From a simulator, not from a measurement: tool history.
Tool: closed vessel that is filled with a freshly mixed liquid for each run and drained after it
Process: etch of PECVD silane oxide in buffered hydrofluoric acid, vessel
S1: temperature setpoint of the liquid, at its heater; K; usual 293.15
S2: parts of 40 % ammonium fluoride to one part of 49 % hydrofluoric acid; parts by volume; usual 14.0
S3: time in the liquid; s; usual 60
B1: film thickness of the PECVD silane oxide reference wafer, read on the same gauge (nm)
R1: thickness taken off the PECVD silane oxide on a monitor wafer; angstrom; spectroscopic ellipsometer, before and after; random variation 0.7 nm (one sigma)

| run | day | S1 | S2 | S3 | B1 | R1 |
|---|---|---|---|---|---|---|
| 1 | 0.000 | 293.15 | 14.0 | 60 | 89.99 | 1857.6 |
| 2 | 2.421 | 293.15 | 10.0 | 60 | 90.00 | 2569.0 |
| 3 | 6.262 | 293.15 | 10.0 | 60 | 90.01 | 2585.4 |
| 4 | 8.583 | 293.15 | 10.0 | 60 | 90.00 | 2579.4 |
| 5 | 11.433 | 293.15 | 14.0 | 80 | 89.99 | 2481.1 |
| 6 | 13.242 | 293.15 | 14.0 | 60 | 90.00 | 1854.4 |
|  | 15.571 | thermometer replaced |
| 7 | 17.275 | 293.15 | 14.0 | 60 | 90.00 | 1796.4 |
| 8 | 20.467 | 293.15 | 14.0 | 60 | 90.02 | 1798.6 |
| 9 | 23.817 | 293.15 | 14.0 | 65 | 90.01 | 1951.3 |
| 10 | 26.204 | 293.15 | 14.0 | 65 | 90.01 | 1956.3 |
| 11 | 29.550 | 291.15 | 14.0 | 70 | 90.01 | 1868.3 |
| 12 | 32.212 | 293.15 | 11.5 | 60 | 90.00 | 2175.8 |
|  | 32.746 | hydrofluoric acid flow meter replaced |
| 13 | 33.917 | 293.15 | 10.0 | 60 | 90.00 | 2643.8 |
| 14 | 38.300 | 293.15 | 14.0 | 45 | 89.99 | 1423.1 |
| 15 | 42.675 | 294.65 | 14.0 | 35 | 89.98 | 1204.3 |
| 16 | 44.867 | 290.65 | 17.0 | 90 | 90.02 | 2039.3 |
| 17 | 47.500 | 295.65 | 17.0 | 80 | 90.00 | 2390.4 |
| 18 | 50.854 | 291.15 | 10.0 | 35 | 90.00 | 1367.3 |
| 19 | 54.100 | 293.15 | 14.0 | 60 | 90.01 | 1880.0 |
|  | 54.254 | gauge calibrated |
| 20 | 56.546 | 294.65 | 16.5 | 85 | 90.00 | 2473.0 |
| 21 | 59.533 | 295.65 | 16.0 | 30 | 89.99 | 945.1 |
| 22 | 62.783 | 295.65 | 10.5 | 60 | 90.01 | 2870.8 |
| 23 | 64.946 | 293.15 | 14.0 | 90 | 90.01 | 2819.4 |
| 24 | 69.404 | 293.15 | 14.0 | 60 | 90.00 | 1886.5 |

The next listed run, before its measurement:
|  | 69.600 | thermometer replaced |
| 25 | 71.167 | 293.15 | 14.0 | 30 | ? | ? |

{"run 25": {"B1": 90.01, "R1": 919.0}}
Without the tool's hidden state the same run would have given R1 944.6 angstrom.
